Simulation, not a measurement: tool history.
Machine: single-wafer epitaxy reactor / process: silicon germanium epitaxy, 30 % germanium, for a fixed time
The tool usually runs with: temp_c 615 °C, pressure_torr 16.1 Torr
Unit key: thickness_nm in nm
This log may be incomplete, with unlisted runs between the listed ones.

run,hour,temp_c,pressure_torr,"read-back reference wafer on the same gauge, thickness_nm",thickness_nm
1,0.0,612,14.1,56.634,63.291
2,27.7,612,14.1,56.645,63.332
3,62.6,615,18.6,56.646,72.526
4,74.7,615,18.6,56.565,72.692
5,97.5,615,16.1,56.596,69.366
6,118.9,615,16.1,56.641,69.271
7,146.9,615,16.1,56.591,69.580
8,166.6,615,16.1,56.639,69.413
9,184.7,615,16.1,56.611,69.462
10,204.9,615,16.1,56.619,69.388
11,219.1,623,16.1,56.587,78.915
# hour 229.8: capacitance manometer re-zeroed and calibrated
12,241.5,605,18.7,56.631,63.222
# hour 265.8: gauge calibrated
13,275.2,609,13.4,56.591,60.350
14,307.5,611,16.1,56.533,66.338
15,332.0,615,16.1,56.590,70.592
# hour 349.1: capacitance manometer re-zeroed and calibrated, repeated, since the last time left the tool worse
16,367.7,624,18.6,56.596,82.858
# hour 383.8: pyrometer calibrated
# hour 404.4: showerhead replaced
17,430.5,601,17.9,56.623,57.113
18,450.7,603,16.1,56.623,56.805
19,466.9,604,16.1,56.612,57.646
20,485.3,610,17.7,56.639,65.523
21,512.6,615,16.1,56.559,69.065

Below are 3 alternative next runs, each starting from the tool's condition after run 21. Predict each:
A,513.0,615,16.1,?,?
B,513.0,601,18.8,?,?
C,513.0,621,17.5,?,?

run,"read-back reference wafer on the same gauge, thickness_nm",thickness_nm
A,56.592,68.870
B,56.592,57.847
C,56.592,77.786
The same runs, with their run-to-run variation unchanged, on a tool lacking any hidden condition would have given:
run,thickness_nm
A,68.448
B,57.492
C,77.309

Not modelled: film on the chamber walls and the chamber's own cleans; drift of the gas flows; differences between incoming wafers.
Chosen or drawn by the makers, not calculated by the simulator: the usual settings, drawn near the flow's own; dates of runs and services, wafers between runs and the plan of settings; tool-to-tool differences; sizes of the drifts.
